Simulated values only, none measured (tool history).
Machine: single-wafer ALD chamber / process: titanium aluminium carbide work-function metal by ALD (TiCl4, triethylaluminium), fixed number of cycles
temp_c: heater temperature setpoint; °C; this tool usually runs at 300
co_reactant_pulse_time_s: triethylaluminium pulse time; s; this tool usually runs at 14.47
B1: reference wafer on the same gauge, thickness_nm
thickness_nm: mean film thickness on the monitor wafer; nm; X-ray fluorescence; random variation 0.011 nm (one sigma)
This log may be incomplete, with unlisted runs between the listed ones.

{"run": 1, "hour": 0.0, "temp_c": 303, "co_reactant_pulse_time_s": 14.47, "B1": 1.65, "thickness_nm": 1.978}
{"run": 2, "hour": 81.6, "temp_c": 290, "co_reactant_pulse_time_s": 14.47, "B1": 1.649, "thickness_nm": 1.855}
{"run": 3, "hour": 157.6, "temp_c": 290, "co_reactant_pulse_time_s": 14.47, "B1": 1.649, "thickness_nm": 1.859}
{"run": 4, "hour": 217.8, "temp_c": 300, "co_reactant_pulse_time_s": 14.47, "B1": 1.65, "thickness_nm": 1.976}
{"run": 5, "hour": 282.8, "temp_c": 300, "co_reactant_pulse_time_s": 14.47, "B1": 1.651, "thickness_nm": 1.963}
{"run": 6, "hour": 371.7, "temp_c": 300, "co_reactant_pulse_time_s": 14.47, "B1": 1.652, "thickness_nm": 1.972}
{"run": 7, "hour": 441.9, "temp_c": 300, "co_reactant_pulse_time_s": 14.47, "B1": 1.648, "thickness_nm": 1.947}
{"run": 8, "hour": 514.8, "temp_c": 300, "co_reactant_pulse_time_s": 14.47, "B1": 1.649, "thickness_nm": 1.973}
{"run": 9, "hour": 609.6, "temp_c": 307, "co_reactant_pulse_time_s": 10.91, "B1": 1.649, "thickness_nm": 1.993}
{"run": 10, "hour": 667.4, "temp_c": 307, "co_reactant_pulse_time_s": 10.91, "B1": 1.651, "thickness_nm": 1.989}
{"run": 11, "hour": 741.6, "temp_c": 300, "co_reactant_pulse_time_s": 14.47, "B1": 1.648, "thickness_nm": 1.959}
{"run": 12, "hour": 799.2, "temp_c": 304, "co_reactant_pulse_time_s": 14.47, "B1": 1.65, "thickness_nm": 2.014}
{"run": 13, "hour": 858.7, "temp_c": 304, "co_reactant_pulse_time_s": 14.47, "B1": 1.651, "thickness_nm": 1.996}
{"run": 14, "hour": 941.5, "temp_c": 304, "co_reactant_pulse_time_s": 14.47, "B1": 1.65, "thickness_nm": 2.0}
{"run": 15, "hour": 1047.2, "temp_c": 294, "co_reactant_pulse_time_s": 14.47, "B1": 1.648, "thickness_nm": 1.881}
{"run": 16, "hour": 1141.7, "temp_c": 290, "co_reactant_pulse_time_s": 14.47, "B1": 1.653, "thickness_nm": 1.857}
{"run": 17, "hour": 1184.3, "temp_c": 308, "co_reactant_pulse_time_s": 16.97, "B1": 1.652, "thickness_nm": 2.032}
{"run": 18, "hour": 1259.0, "temp_c": 300, "co_reactant_pulse_time_s": 10.73, "B1": 1.648, "thickness_nm": 1.933}
{"run": 19, "hour": 1311.6, "temp_c": 291, "co_reactant_pulse_time_s": 17.8, "B1": 1.647, "thickness_nm": 1.892}
{"run": 20, "hour": 1357.3, "temp_c": 300, "co_reactant_pulse_time_s": 14.47, "B1": 1.65, "thickness_nm": 1.953}
{"run": 21, "hour": 1424.8, "temp_c": 314, "co_reactant_pulse_time_s": 16.84, "B1": 1.648, "thickness_nm": 2.126}
{"run": 22, "hour": 1514.4, "temp_c": 291, "co_reactant_pulse_time_s": 9.15, "B1": 1.651, "thickness_nm": 1.818}
{"run": 23, "hour": 1804.0, "temp_c": 300, "co_reactant_pulse_time_s": 14.47, "B1": 1.652, "thickness_nm": 1.961}
{"run": 24, "hour": 1906.9, "temp_c": 300, "co_reactant_pulse_time_s": 14.47, "B1": 1.646, "thickness_nm": 1.932}
{"run": 25, "hour": 1945.3, "temp_c": 313, "co_reactant_pulse_time_s": 16.31, "B1": 1.648, "thickness_nm": 2.118}
{"run": 26, "hour": 1983.9, "temp_c": 313, "co_reactant_pulse_time_s": 10.47, "B1": 1.65, "thickness_nm": 2.053}
{"run": 27, "hour": 2069.1, "temp_c": 315, "co_reactant_pulse_time_s": 16.65, "B1": 1.648, "thickness_nm": 2.102}
{"run": 28, "hour": 2155.6, "temp_c": 294, "co_reactant_pulse_time_s": 12.57, "B1": 1.651, "thickness_nm": 1.875}

The log once held 6 entries between its listed runs, left out of this copy. Where does each go, and what is different about the tool's unlogged condition between the listed run before it and the listed run after it?
Run 3 -> run 4: triethylaluminium bottle replaced (hour 198.7)
  both runs share identical hidden conditions
Run 10 -> run 11: showerhead replaced (hour 695.6)
  both runs share identical hidden conditions
Run 15 -> run 16: gauge calibrated (hour 1055.3); triethylaluminium bottle replaced (hour 1056.6); thermocouple changed; heater temperature recalibrated (hour 1083.9)
  both runs share identical hidden conditions
Run 24 -> run 25: triethylaluminium bottle replaced (hour 1944.8)
  both runs share identical hidden conditions
